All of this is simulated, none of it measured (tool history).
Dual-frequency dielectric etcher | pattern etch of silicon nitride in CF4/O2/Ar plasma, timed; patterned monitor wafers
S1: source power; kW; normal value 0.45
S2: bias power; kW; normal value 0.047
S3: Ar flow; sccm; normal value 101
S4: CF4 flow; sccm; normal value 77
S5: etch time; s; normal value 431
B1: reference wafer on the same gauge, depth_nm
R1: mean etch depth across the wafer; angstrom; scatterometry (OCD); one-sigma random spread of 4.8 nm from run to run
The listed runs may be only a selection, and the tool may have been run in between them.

| run | hour | S1 | S2 | S3 | S4 | S5 | B1 | R1 |
|---|---|---|---|---|---|---|---|---|
| 1 | 0 | 0.45 | 0.047 | 101 | 77 | 431 | 849.8 | 6981 |
| 2 | 27 | 0.45 | 0.047 | 101 | 77 | 431 | 850.9 | 6985 |
| 3 | 81.4 | 0.45 | 0.047 | 101 | 77 | 431 | 847.2 | 7013 |
| 4 | 147.5 | 0.45 | 0.047 | 101 | 77 | 431 | 848.4 | 6925 |
| 5 | 203.5 | 0.45 | 0.047 | 101 | 77 | 431 | 848.3 | 6976 |
| 6 | 234.9 | 0.45 | 0.047 | 101 | 77 | 431 | 849.7 | 6849 |
| 7 | 304.4 | 0.45 | 0.047 | 101 | 77 | 431 | 849.2 | 6853 |
|  | 316.3 | bias power generator calibrated |
| 8 | 329.3 | 0.45 | 0.047 | 101 | 77 | 431 | 850.6 | 6895 |
|  | 360.1 | source power generator calibrated |
|  | 376.5 | wet clean of the chamber |
|  | 509.4 | upper electrode replaced |
| 9 | 526 | 0.45 | 0.047 | 101 | 77 | 431 | 849.2 | 7047 |
| 10 | 556.9 | 0.38 | 0.047 | 101 | 88 | 558.5 | 849.5 | 8503 |
|  | 608.5 | gauge calibrated |
| 11 | 616.8 | 0.45 | 0.051 | 111 | 71 | 368.5 | 847.9 | 6039 |
| 12 | 669.3 | 0.45 | 0.052 | 114 | 77 | 431 | 850 | 7154 |
| 13 | 698.7 | 0.45 | 0.056 | 101 | 77 | 431 | 849.3 | 7560 |
|  | 748.6 | Ar flow controller replaced |
|  | 752.5 | CF4 flow controller replaced |
| 14 | 764.8 | 0.45 | 0.047 | 101 | 77 | 431 | 849.9 | 6906 |
| 15 | 809.3 | 0.45 | 0.047 | 101 | 77 | 431 | 847.7 | 6924 |

Run 16 has not been measured yet. What should we expect?
| 16 | 872.7 | 0.53 | 0.047 | 101 | 90 | 431 | ? | ? |

Run 16 came out at B1 850.9, R1 7989 angstrom.
The same run, on a tool lacking any hidden state, would have yielded R1 8189 angstrom.
